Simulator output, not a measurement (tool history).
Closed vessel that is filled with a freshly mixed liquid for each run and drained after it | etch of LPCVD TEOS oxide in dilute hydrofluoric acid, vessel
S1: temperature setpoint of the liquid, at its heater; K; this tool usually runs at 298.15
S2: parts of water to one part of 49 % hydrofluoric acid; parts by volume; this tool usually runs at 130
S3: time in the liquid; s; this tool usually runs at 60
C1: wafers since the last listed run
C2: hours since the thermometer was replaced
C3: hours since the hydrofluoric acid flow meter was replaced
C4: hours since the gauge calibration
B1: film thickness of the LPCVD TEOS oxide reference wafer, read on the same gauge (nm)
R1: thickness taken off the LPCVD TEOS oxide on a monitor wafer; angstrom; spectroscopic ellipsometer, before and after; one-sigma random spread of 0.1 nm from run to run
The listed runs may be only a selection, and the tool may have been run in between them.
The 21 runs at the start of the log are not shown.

run 22 hour=1533.2 | S1=298.15 S2=130 S3=60 | C1=7172 C2=393.7 C3=1095.7 C4=774.4 | B1=80.00 | R1=265.4
run 23 hour=1588.0 | S1=296.65 S2=85 S3=80 | C1=5704 C2=448.5 C3=1150.5 C4=829.2 | B1=79.99 | R1=534.8
run 24 hour=1647.7 | S1=293.65 S2=130 S3=60 | C1=6215 C2=508.2 C3=1210.2 C4=888.9 | B1=80.01 | R1=222.0
run 25 hour=1741.6 | S1=298.15 S2=110 S3=60 | C1=9775 C2=602.1 C3=1304.1 C4=982.8 | B1=79.99 | R1=321.2
run 26 hour=1834.4 | S1=298.15 S2=70 S3=60 | C1=9660 C2=694.9 C3=1396.9 C4=1075.6 | B1=80.00 | R1=536.9
run 27 hour=1941.9 | S1=298.15 S2=130 S3=60 | C1=11191 C2=802.4 C3=1504.4 C4=1183.1 | B1=80.00 | R1=266.8
run 28 hour=1987.7 | S1=298.15 S2=130 S3=35 | C1=4767 C2=848.2 C3=1550.2 C4=1228.9 | B1=80.00 | R1=157.1
run 29 hour=2070.2 | S1=294.15 S2=90 S3=75 | C1=8588 C2=930.7 C3=1632.7 C4=1311.4 | B1=80.02 | R1=431.8
run 30 hour=2141.9 | S1=296.15 S2=75 S3=80 | C1=7464 C2=1002.4 C3=1704.4 C4=1383.1 | B1=79.98 | R1=611.3
run 31 hour=2179.7 | S1=298.15 S2=130 S3=60 | C1=3935 C2=1040.2 C3=1742.2 C4=1420.9 | B1=80.01 | R1=271.0
run 32 hour=2234.9 | S1=295.15 S2=185 S3=90 | C1=5746 C2=1095.4 C3=1797.4 C4=1476.1 | B1=80.01 | R1=240.1

5 ways to go on from here, each from the tool as it stands after run 32. What would each give?
run A hour=2235.6 | S1=298.15 S2=130 S3=40 | C1=72 C2=1096.1 C3=1798.1 C4=1476.8 | B1=? | R1=?
run B hour=2235.6 | S1=302.65 S2=70 S3=60 | C1=72 C2=1096.1 C3=1798.1 C4=1476.8 | B1=? | R1=?
run C hour=2235.6 | S1=298.15 S2=130 S3=45 | C1=72 C2=1096.1 C3=1798.1 C4=1476.8 | B1=? | R1=?
run D hour=2235.6 | S1=296.15 S2=130 S3=75 | C1=72 C2=1096.1 C3=1798.1 C4=1476.8 | B1=? | R1=?
run E hour=2235.6 | S1=293.15 S2=80 S3=45 | C1=72 C2=1096.1 C3=1798.1 C4=1476.8 | B1=? | R1=?

run=A B1=80.00 R1=180.4
run=B B1=80.00 R1=645.9
run=C B1=80.00 R1=203.0
run=D B1=80.00 R1=313.0
run=E B1=80.00 R1=286.0
With no hidden state in the tool, these same runs would have given:
run=A R1=170.1
run=B R1=610.4
run=C R1=191.4
run=D R1=295.2
run=E R1=270.1
